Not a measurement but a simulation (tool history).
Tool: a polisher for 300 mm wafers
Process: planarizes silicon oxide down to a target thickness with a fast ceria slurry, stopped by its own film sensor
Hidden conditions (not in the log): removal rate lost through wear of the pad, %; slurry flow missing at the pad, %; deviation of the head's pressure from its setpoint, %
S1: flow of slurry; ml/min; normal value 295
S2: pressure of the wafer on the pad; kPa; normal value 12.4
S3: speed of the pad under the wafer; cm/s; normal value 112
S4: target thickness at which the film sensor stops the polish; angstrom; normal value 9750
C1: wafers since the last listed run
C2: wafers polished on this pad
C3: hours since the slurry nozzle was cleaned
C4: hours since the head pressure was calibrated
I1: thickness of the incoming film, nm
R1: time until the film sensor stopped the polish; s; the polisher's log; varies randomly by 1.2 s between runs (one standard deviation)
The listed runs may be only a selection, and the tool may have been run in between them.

{"run": 1, "hour": 0.0, "S1": 295, "S2": 12.4, "S3": 112, "S4": 9750, "C1": 0, "C2": 796, "C3": 65.3, "C4": 792.2, "I1": 1838.8, "R1": 101.3}
{"hour": 7.1, "done": "worn pad replaced by a new one"}
{"run": 2, "hour": 11.9, "S1": 295, "S2": 12.4, "S3": 80, "S4": 9750, "C1": 89, "C2": 54, "C3": 77.2, "C4": 804.1, "I1": 1801.4, "R1": 116.8}
{"run": 3, "hour": 25.8, "S1": 295, "S2": 12.4, "S3": 80, "S4": 9750, "C1": 157, "C2": 212, "C3": 91.1, "C4": 818.0, "I1": 1810.1, "R1": 123.2}
{"run": 4, "hour": 42.2, "S1": 295, "S2": 12.4, "S3": 80, "S4": 9750, "C1": 185, "C2": 398, "C3": 107.5, "C4": 834.4, "I1": 1784.2, "R1": 121.5}
{"run": 5, "hour": 49.6, "S1": 295, "S2": 12.4, "S3": 112, "S4": 9750, "C1": 83, "C2": 482, "C3": 114.9, "C4": 841.8, "I1": 1802.8, "R1": 88.4}
{"run": 6, "hour": 55.6, "S1": 295, "S2": 12.4, "S3": 112, "S4": 9750, "C1": 68, "C2": 550, "C3": 120.9, "C4": 847.8, "I1": 1806.2, "R1": 90.3}
{"run": 7, "hour": 72.1, "S1": 295, "S2": 12.4, "S3": 112, "S4": 9750, "C1": 187, "C2": 737, "C3": 137.4, "C4": 864.3, "I1": 1829.7, "R1": 97.1}
{"hour": 77.7, "done": "worn pad replaced by a new one"}
{"run": 8, "hour": 78.7, "S1": 295, "S2": 12.4, "S3": 112, "S4": 11880, "C1": 29, "C2": 11, "C3": 144.0, "C4": 870.9, "I1": 1796.5, "R1": 63.4}
{"run": 9, "hour": 95.4, "S1": 295, "S2": 12.4, "S3": 112, "S4": 11880, "C1": 189, "C2": 200, "C3": 160.7, "C4": 887.6, "I1": 1811.6, "R1": 66.1}
{"run": 10, "hour": 108.4, "S1": 295, "S2": 12.4, "S3": 112, "S4": 11880, "C1": 147, "C2": 348, "C3": 173.7, "C4": 900.6, "I1": 1775.2, "R1": 62.9}
{"run": 11, "hour": 114.8, "S1": 295, "S2": 12.4, "S3": 112, "S4": 9750, "C1": 72, "C2": 420, "C3": 180.1, "C4": 907.0, "I1": 1808.3, "R1": 90.2}
{"run": 12, "hour": 125.4, "S1": 295, "S2": 12.4, "S3": 112, "S4": 9750, "C1": 120, "C2": 540, "C3": 190.7, "C4": 917.6, "I1": 1808.2, "R1": 91.2}
{"run": 13, "hour": 140.6, "S1": 295, "S2": 12.4, "S3": 112, "S4": 9750, "C1": 172, "C2": 713, "C3": 205.9, "C4": 932.8, "I1": 1797.5, "R1": 93.5}
{"run": 14, "hour": 151.0, "S1": 295, "S2": 12.4, "S3": 112, "S4": 9750, "C1": 117, "C2": 831, "C3": 216.3, "C4": 943.2, "I1": 1808.0, "R1": 96.3}
{"hour": 165.2, "done": "worn pad replaced by a new one"}
{"run": 15, "hour": 165.7, "S1": 295, "S2": 13.8, "S3": 148, "S4": 9750, "C1": 121, "C2": 5, "C3": 231.0, "C4": 957.9, "I1": 1777.4, "R1": 58.2}
{"run": 16, "hour": 169.5, "S1": 295, "S2": 12.4, "S3": 112, "S4": 9750, "C1": 43, "C2": 48, "C3": 234.8, "C4": 961.7, "I1": 1815.9, "R1": 88.3}
{"hour": 182.4, "done": "slurry nozzle cleaned"}
{"run": 17, "hour": 183.9, "S1": 295, "S2": 9.0, "S3": 142, "S4": 9750, "C1": 151, "C2": 200, "C3": 1.5, "C4": 976.1, "I1": 1810.1, "R1": 92.8}
{"run": 18, "hour": 198.4, "S1": 295, "S2": 9.0, "S3": 146, "S4": 9750, "C1": 164, "C2": 364, "C3": 16.0, "C4": 990.6, "I1": 1811.2, "R1": 93.0}
{"run": 19, "hour": 208.4, "S1": 295, "S2": 11.0, "S3": 112, "S4": 9750, "C1": 113, "C2": 478, "C3": 26.0, "C4": 1000.6, "I1": 1797.8, "R1": 102.1}
{"run": 20, "hour": 222.1, "S1": 345, "S2": 12.4, "S3": 134, "S4": 12370, "C1": 155, "C2": 633, "C3": 39.7, "C4": 1014.3, "I1": 1823.2, "R1": 55.0}
{"run": 21, "hour": 239.4, "S1": 295, "S2": 12.4, "S3": 112, "S4": 9750, "C1": 196, "C2": 829, "C3": 57.0, "C4": 1031.6, "I1": 1798.5, "R1": 97.0}
{"hour": 242.8, "done": "head pressure recalibrated"}
{"hour": 250.4, "done": "worn pad replaced by a new one"}
{"run": 22, "hour": 253.4, "S1": 295, "S2": 12.4, "S3": 112, "S4": 9750, "C1": 90, "C2": 34, "C3": 71.0, "C4": 10.6, "I1": 1786.7, "R1": 83.7}
{"run": 23, "hour": 268.9, "S1": 295, "S2": 12.4, "S3": 112, "S4": 11270, "C1": 175, "C2": 210, "C3": 86.5, "C4": 26.1, "I1": 1786.1, "R1": 71.0}
{"run": 24, "hour": 284.1, "S1": 200, "S2": 14.5, "S3": 88, "S4": 9750, "C1": 172, "C2": 382, "C3": 101.7, "C4": 41.3, "I1": 1797.9, "R1": 101.1}
{"run": 25, "hour": 299.9, "S1": 340, "S2": 13.8, "S3": 78, "S4": 7600, "C1": 179, "C2": 561, "C3": 117.5, "C4": 57.1, "I1": 1796.3, "R1": 148.7}
{"run": 26, "hour": 313.8, "S1": 295, "S2": 12.4, "S3": 134, "S4": 9750, "C1": 157, "C2": 719, "C3": 131.4, "C4": 71.0, "I1": 1834.3, "R1": 82.5}
{"hour": 328.0, "done": "worn pad replaced by a new one"}
{"run": 27, "hour": 328.5, "S1": 355, "S2": 12.4, "S3": 112, "S4": 9750, "C1": 121, "C2": 5, "C3": 146.1, "C4": 85.7, "I1": 1831.1, "R1": 86.1}

Each row is a separate what-if for the run after 27, all from the same tool condition, not one after another. Results?
{"run": "A", "hour": 328.9, "S1": 295, "S2": 12.4, "S3": 142, "S4": 9750, "C1": 4, "C2": 10, "C3": 146.5, "C4": 86.1, "I1": 1776.5, "R1": "?"}
{"run": "B", "hour": 328.9, "S1": 385, "S2": 12.4, "S3": 112, "S4": 9750, "C1": 4, "C2": 10, "C3": 146.5, "C4": 86.1, "I1": 1776.5, "R1": "?"}
{"run": "C", "hour": 328.9, "S1": 295, "S2": 15.2, "S3": 112, "S4": 9750, "C1": 4, "C2": 10, "C3": 146.5, "C4": 86.1, "I1": 1776.5, "R1": "?"}

run=A R1=65.4
run=B R1=81.4
run=C R1=69.3
With the hidden condition removed and each run's random variation left untouched, the same runs would have given:
run=A R1=65.3
run=B R1=81.3
run=C R1=69.2
